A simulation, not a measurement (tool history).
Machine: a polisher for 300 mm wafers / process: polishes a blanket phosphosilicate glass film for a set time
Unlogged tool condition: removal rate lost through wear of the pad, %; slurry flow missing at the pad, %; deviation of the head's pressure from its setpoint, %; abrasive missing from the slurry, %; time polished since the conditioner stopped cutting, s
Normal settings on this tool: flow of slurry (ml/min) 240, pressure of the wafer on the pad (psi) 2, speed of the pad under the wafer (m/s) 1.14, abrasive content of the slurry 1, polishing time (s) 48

run	hour	flow of slurry (ml/min)	pressure of the wafer on the pad (psi)	speed of the pad under the wafer (m/s)	abrasive content of the slurry	polishing time (s)	wafers since the last listed run	wafers polished on this pad	hours since the slurry nozzle was cleaned	hours since the head pressure was calibrated	hours since the slurry blender was calibrated	hours since the conditioning disc was replaced	incoming thickness of the incoming film, nm	film removed (angstrom)
1	0	240	2	1.22	1.15	48	0	924	240.6	816.8	71.5	0.5	3897.4	2993
# hour 24.8: worn pad replaced by a new one
2	33.3	240	2	1.22	1.15	48	216	62	273.9	850.1	104.8	33.8	3940.9	2943
3	55.6	240	2	1.22	1.15	48	164	227	296.2	872.4	127.1	56.1	3983.6	3099
4	78.1	240	2	1.14	1	58	166	393	318.7	894.9	149.6	78.6	3947.7	3324
5	94.3	190	2	1.14	1	48	119	513	334.9	911.1	165.8	94.8	3929.3	2748
# hour 100.5: slurry blender recalibrated
6	114.1	190	2	1.14	1	48	131	644	354.7	930.9	13.6	114.6	3964.2	2645
7	141.7	240	2	1.14	1	48	203	848	382.3	958.5	41.2	142.2	3955.1	2712
# hour 177.8: conditioning disc replaced and pad reconditioned
8	184.9	240	2	1.14	1	48	304	1152	425.5	1001.7	84.4	7.1	3899.2	2806
# hour 208.5: worn pad replaced by a new one
9	220.3	240	2	1.14	0.9	48	231	86	460.9	1037.1	119.8	42.5	3979.9	2684
10	233.9	240	2	1.14	0.9	48	100	187	474.5	1050.7	133.4	56.1	3951.4	2597
11	261	240	2	1.14	1.15	40	200	387	501.6	1077.8	160.5	83.2	3945	2373
# hour 277.7: head pressure recalibrated
12	291.9	285	2	1.28	0.8	48	213	600	532.5	14.2	191.4	114.1	3960	3102
# hour 323: slurry blender recalibrated
# hour 326.4: slurry nozzle cleaned
# hour 356.4: conditioning disc replaced and pad reconditioned
13	385.1	240	2	1.14	1	37	650	1251	58.7	107.4	62.1	28.7	3957.9	2256
# hour 391: worn pad replaced by a new one
14	407.1	240	2	1.14	1	48	132	118	80.7	129.4	84.1	50.7	4018.2	2929
15	420.2	240	2	1.14	1	48	96	215	93.8	142.5	97.2	63.8	3954.4	2967
16	437.3	300	2	1.14	1	48	126	341	110.9	159.6	114.3	80.9	3960.9	3042
17	458.4	200	1.6	1.14	1	48	155	497	132	180.7	135.4	102	4009.1	2421
# hour 531.5: slurry blender recalibrated
18	546.3	240	2	1.52	1	48	633	1131	219.9	268.6	14.8	189.9	3927.9	3644
# hour 548.9: conditioning disc replaced and pad reconditioned
19	568.9	240	1.5	1.52	1	48	152	1283	242.5	291.2	37.4	20	3912.2	2889
# hour 584.8: worn pad replaced by a new one
20	598.1	240	2	1.14	1	48	185	98	271.7	320.4	66.6	49.2	4003.6	2894
21	630	240	2	1.14	1	48	235	333	303.6	352.3	98.5	81.1	3898.8	2870
22	657.7	175	2	1.14	1	48	204	538	331.3	380	126.2	108.8	3876.3	2707
23	686.8	240	2	1.14	1	48	214	753	360.4	409.1	155.3	137.9	3956.8	2816
24	714.3	240	1.5	1.14	0.8	48	202	956	387.9	436.6	182.8	165.4	3909.6	2134
# hour 716.3: conditioning disc replaced and pad reconditioned
# hour 736: worn pad replaced by a new one
# hour 741.7: slurry blender recalibrated
25	749	240	2.4	1.14	1	48	197	81	422.6	471.3	7.3	32.7	3899.2	3209
# hour 770.9: slurry nozzle cleaned
26	779.1	240	2	1.14	1	48	214	295	8.2	501.4	37.4	62.8	3918.3	2845

Predict each of these 3 candidate next runs independently; none follows another, all start after run 26:
A	779.5	240	2	1.14	1	54	2	298	8.6	501.8	37.8	63.2	3969.5	?
B	779.5	155	2.6	0.84	1.15	48	2	298	8.6	501.8	37.8	63.2	3969.5	?
C	779.5	260	2.3	0.92	1	58	2	298	8.6	501.8	37.8	63.2	3969.5	?

run	film removed (angstrom)
A	3163
B	2674
C	3242
With no hidden state in the tool, these same runs would have given:
run	film removed (angstrom)
A	3394
B	2869
C	3479

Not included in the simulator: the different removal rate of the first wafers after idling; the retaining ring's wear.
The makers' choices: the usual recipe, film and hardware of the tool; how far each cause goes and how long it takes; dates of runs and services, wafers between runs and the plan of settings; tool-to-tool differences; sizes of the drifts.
